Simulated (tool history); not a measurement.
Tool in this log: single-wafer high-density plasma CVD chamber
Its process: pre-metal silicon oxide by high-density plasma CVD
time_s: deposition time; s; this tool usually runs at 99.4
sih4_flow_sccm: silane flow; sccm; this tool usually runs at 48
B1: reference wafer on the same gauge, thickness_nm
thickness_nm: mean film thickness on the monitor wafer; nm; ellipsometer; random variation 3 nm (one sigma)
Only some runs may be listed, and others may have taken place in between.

run 1 hour=0.0 | time_s=99.4 sih4_flow_sccm=48 | B1=556.330 | thickness_nm=496.121
run 2 hour=101.9 | time_s=99.4 sih4_flow_sccm=48 | B1=556.202 | thickness_nm=492.734
run 3 hour=372.0 | time_s=105.0 sih4_flow_sccm=48 | B1=553.822 | thickness_nm=523.164
run 4 hour=464.6 | time_s=105.0 sih4_flow_sccm=48 | B1=552.302 | thickness_nm=524.937
run 5 hour=521.2 | time_s=90.2 sih4_flow_sccm=45 | B1=551.706 | thickness_nm=419.100
run 6 hour=576.1 | time_s=90.2 sih4_flow_sccm=45 | B1=549.132 | thickness_nm=419.182
run 7 hour=670.7 | time_s=99.4 sih4_flow_sccm=40 | B1=548.066 | thickness_nm=405.002
run 8 hour=711.0 | time_s=99.4 sih4_flow_sccm=40 | B1=549.080 | thickness_nm=409.063
run 9 hour=772.0 | time_s=99.4 sih4_flow_sccm=53 | B1=546.314 | thickness_nm=538.815
run 10 hour=837.7 | time_s=99.4 sih4_flow_sccm=48 | B1=547.284 | thickness_nm=489.961
run 11 hour=1035.5 | time_s=99.4 sih4_flow_sccm=48 | B1=544.826 | thickness_nm=487.596
run 12 hour=1076.7 | time_s=99.4 sih4_flow_sccm=48 | B1=544.027 | thickness_nm=486.044
run 13 hour=1149.8 | time_s=86.3 sih4_flow_sccm=55 | B1=544.071 | thickness_nm=482.719
run 14 hour=1243.0 | time_s=86.3 sih4_flow_sccm=55 | B1=543.346 | thickness_nm=480.396
run 15 hour=1301.2 | time_s=86.3 sih4_flow_sccm=55 | B1=541.417 | thickness_nm=475.729
run 16 hour=1368.1 | time_s=92.5 sih4_flow_sccm=45 | B1=539.968 | thickness_nm=419.044
run 17 hour=1432.2 | time_s=99.4 sih4_flow_sccm=48 | B1=540.820 | thickness_nm=484.147
run 18 hour=1482.4 | time_s=99.4 sih4_flow_sccm=48 | B1=539.374 | thickness_nm=479.817
run 19 hour=1576.5 | time_s=99.4 sih4_flow_sccm=48 | B1=538.717 | thickness_nm=482.913
run 20 hour=1675.7 | time_s=99.4 sih4_flow_sccm=48 | B1=537.224 | thickness_nm=477.681
run 21 hour=1761.5 | time_s=99.4 sih4_flow_sccm=48 | B1=536.466 | thickness_nm=475.256
run 22 hour=1856.6 | time_s=99.4 sih4_flow_sccm=48 | B1=536.002 | thickness_nm=476.029
run 23 hour=1917.6 | time_s=99.4 sih4_flow_sccm=48 | B1=534.809 | thickness_nm=479.967
-- hour=1965.6 gauge calibrated
run 24 hour=1992.0 | time_s=91.2 sih4_flow_sccm=41 | B1=572.387 | thickness_nm=402.319
run 25 hour=2028.2 | time_s=111.3 sih4_flow_sccm=56 | B1=571.175 | thickness_nm=663.439
run 26 hour=2107.6 | time_s=99.4 sih4_flow_sccm=48 | B1=571.132 | thickness_nm=505.657
run 27 hour=2168.6 | time_s=90.1 sih4_flow_sccm=48 | B1=569.153 | thickness_nm=459.054
run 28 hour=2229.4 | time_s=89.9 sih4_flow_sccm=41 | B1=569.470 | thickness_nm=390.836
run 29 hour=2323.3 | time_s=99.4 sih4_flow_sccm=48 | B1=567.269 | thickness_nm=507.702
run 30 hour=2409.3 | time_s=84.6 sih4_flow_sccm=52 | B1=565.326 | thickness_nm=468.200
run 31 hour=2506.5 | time_s=99.4 sih4_flow_sccm=48 | B1=566.369 | thickness_nm=504.127
run 32 hour=2594.4 | time_s=85.3 sih4_flow_sccm=55 | B1=565.689 | thickness_nm=492.747
run 33 hour=2668.4 | time_s=106.4 sih4_flow_sccm=45 | B1=563.302 | thickness_nm=504.963
run 34 hour=2737.5 | time_s=108.6 sih4_flow_sccm=51 | B1=563.448 | thickness_nm=586.413
run 35 hour=2826.7 | time_s=113.8 sih4_flow_sccm=48 | B1=561.450 | thickness_nm=579.533
-- hour=2887.4 silane flow controller replaced
run 36 hour=2907.1 | time_s=85.5 sih4_flow_sccm=48 | B1=560.390 | thickness_nm=432.018
run 37 hour=2945.5 | time_s=99.4 sih4_flow_sccm=48 | B1=561.615 | thickness_nm=503.880
run 38 hour=3052.6 | time_s=112.3 sih4_flow_sccm=53 | B1=559.400 | thickness_nm=623.797
run 39 hour=3133.1 | time_s=109.9 sih4_flow_sccm=43 | B1=558.674 | thickness_nm=493.459
run 40 hour=3209.1 | time_s=117.3 sih4_flow_sccm=48 | B1=558.202 | thickness_nm=581.583
run 41 hour=3301.7 | time_s=99.4 sih4_flow_sccm=48 | B1=555.984 | thickness_nm=492.164
run 42 hour=3350.0 | time_s=99.4 sih4_flow_sccm=45 | B1=557.012 | thickness_nm=467.204
run 43 hour=3434.4 | time_s=117.6 sih4_flow_sccm=39 | B1=555.653 | thickness_nm=480.778
run 44 hour=3529.4 | time_s=111.0 sih4_flow_sccm=55 | B1=553.313 | thickness_nm=638.462
run 45 hour=3612.0 | time_s=99.4 sih4_flow_sccm=39 | B1=552.619 | thickness_nm=397.933
run 46 hour=3690.6 | time_s=87.8 sih4_flow_sccm=48 | B1=551.653 | thickness_nm=437.311

Measured result minus the same run's result without the hidden state. Both carry the same run-to-run variation, though not necessarily the same gauge scatter:
Hidden conditions of the tool in this case: delivered silane flow above the setpoint (%); gauge reads high (%).
run=1 thickness_nm=-10.744
run=2 thickness_nm=-11.738
run=3 thickness_nm=-15.490
run=4 thickness_nm=-16.592
run=5 thickness_nm=-13.761
run=6 thickness_nm=-14.263
run=7 thickness_nm=-14.615
run=8 thickness_nm=-15.122
run=9 thickness_nm=-20.637
run=10 thickness_nm=-19.473
run=11 thickness_nm=-21.506
run=12 thickness_nm=-21.882
run=13 thickness_nm=-22.517
run=14 thickness_nm=-23.407
run=15 thickness_nm=-23.799
run=16 thickness_nm=-21.594
run=17 thickness_nm=-25.646
run=18 thickness_nm=-25.960
run=19 thickness_nm=-27.156
run=20 thickness_nm=-27.938
run=21 thickness_nm=-28.728
run=22 thickness_nm=-29.811
run=23 thickness_nm=-30.730
run=24 thickness_nm=+1.932
run=25 thickness_nm=+2.702
run=26 thickness_nm=+1.249
run=27 thickness_nm=+0.567
run=28 thickness_nm=+0.000
run=29 thickness_nm=-0.971
run=30 thickness_nm=-1.718
run=31 thickness_nm=-2.856
run=32 thickness_nm=-3.683
run=33 thickness_nm=-4.545
run=34 thickness_nm=-6.118
run=35 thickness_nm=-7.122
run=36 thickness_nm=-6.033
run=37 thickness_nm=-7.442
run=38 thickness_nm=-10.615
run=39 thickness_nm=-9.233
run=40 thickness_nm=-11.816
run=41 thickness_nm=-10.966
run=42 thickness_nm=-10.889
run=43 thickness_nm=-12.071
run=44 thickness_nm=-17.328
run=45 thickness_nm=-11.505
run=46 thickness_nm=-13.386
